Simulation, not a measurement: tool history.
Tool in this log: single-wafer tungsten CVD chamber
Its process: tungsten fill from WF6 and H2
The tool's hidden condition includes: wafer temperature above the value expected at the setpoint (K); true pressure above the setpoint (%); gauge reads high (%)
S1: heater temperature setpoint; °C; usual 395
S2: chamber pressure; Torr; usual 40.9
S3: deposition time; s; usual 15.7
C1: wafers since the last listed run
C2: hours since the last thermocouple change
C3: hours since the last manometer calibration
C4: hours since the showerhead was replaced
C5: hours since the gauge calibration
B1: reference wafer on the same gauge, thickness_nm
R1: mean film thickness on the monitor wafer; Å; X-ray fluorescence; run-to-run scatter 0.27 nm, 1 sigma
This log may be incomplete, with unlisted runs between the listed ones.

run     day   S1    S2    S3    C1      C2      C3      C4      C5      B1      R1
  1       0  400  40.9  13.8     0   489.5   679.7  5537.2   615.1  43.651  477.11
  2     1.9  400  40.9  13.8  1899   535.1   725.3  5582.8   660.7  43.719  480.64
  3   4.575  400  40.9  13.8  2674   599.3   789.5    5647   724.9  43.797   482.3
  4   5.658  395  40.9  15.7  1083   625.3   815.5    5673   750.9  43.854   502.2
  5   7.033  395  40.9  15.7  1374   658.3   848.5    5706   783.9  43.875  504.56
  6   9.671  395  40.9  15.7  2636   721.6   911.8  5769.3   847.2  43.955   502.3
  7   12.55  395  40.9  15.7  2878   790.7   980.9  5838.4   916.3  44.113  509.71
  8    15.3  395  40.9  15.7  2749   856.7  1046.9  5904.4   982.3  44.205  506.04
     19.279  -- capacitance manometer re-zeroed and calibrated
  9    23.3  395  34.5  17.3  7664  1048.7    96.5  6096.4  1174.3  44.576  516.23
 10  24.825  395  34.5  17.3  1524  1085.3   133.1    6133  1210.9  44.651  519.85

For run 11, what comes out?
 11  26.029  385  50.7  12.7  1203  1114.2  162  6161.9  1239.8   ?   ?

For run 11 the tool returned B1 44.737, R1 371.16 Å.
Had the tool carried no hidden state, the very same run would have given R1 358.37 Å.

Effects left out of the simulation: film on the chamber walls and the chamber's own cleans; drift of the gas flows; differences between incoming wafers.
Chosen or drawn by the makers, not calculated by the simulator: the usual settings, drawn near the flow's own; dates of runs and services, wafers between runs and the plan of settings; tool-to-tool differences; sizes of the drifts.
